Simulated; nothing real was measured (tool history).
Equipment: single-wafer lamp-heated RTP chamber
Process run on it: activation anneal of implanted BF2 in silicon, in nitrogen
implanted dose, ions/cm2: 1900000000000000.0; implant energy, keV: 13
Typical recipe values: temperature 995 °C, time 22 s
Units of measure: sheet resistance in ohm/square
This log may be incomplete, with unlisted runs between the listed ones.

run	hour	temperature	time	read-back reference wafer on the same gauge, sheet resistance	sheet resistance
1	0.0	995	16	249.22	224.20
# hour 5.6: pyrometer window cleaned and pyrometer calibrated
# hour 25.1: gauge calibrated
2	71.3	995	16	249.60	223.80
3	160.0	1014	31	248.80	157.93
4	227.9	1014	31	249.22	157.00
5	290.5	1014	31	249.28	156.13
# hour 330.1: reflector plate cleaned
6	330.6	985	25	249.31	217.01
# hour 377.2: pyrometer window cleaned and pyrometer calibrated
7	377.7	985	25	248.64	217.89
8	427.2	985	25	249.52	218.91
9	468.5	995	22	249.11	202.35
# hour 482.1: reflector plate cleaned, repeated, since the last time left the tool worse
10	533.4	995	22	249.06	214.17
11	602.1	977	26	249.06	246.10

Run 12, settings as shown, results not yet in. Your forecast:
# hour 669.2: pyrometer window cleaned and pyrometer calibrated
12	669.7	1007	12	?	?

{"run 12": {"read-back reference wafer on the same gauge, sheet resistance": 248.38, "sheet resistance": 218.44}}
Minus the tool's unlogged condition, the same run would have read sheet resistance 218.74 ohm/square.
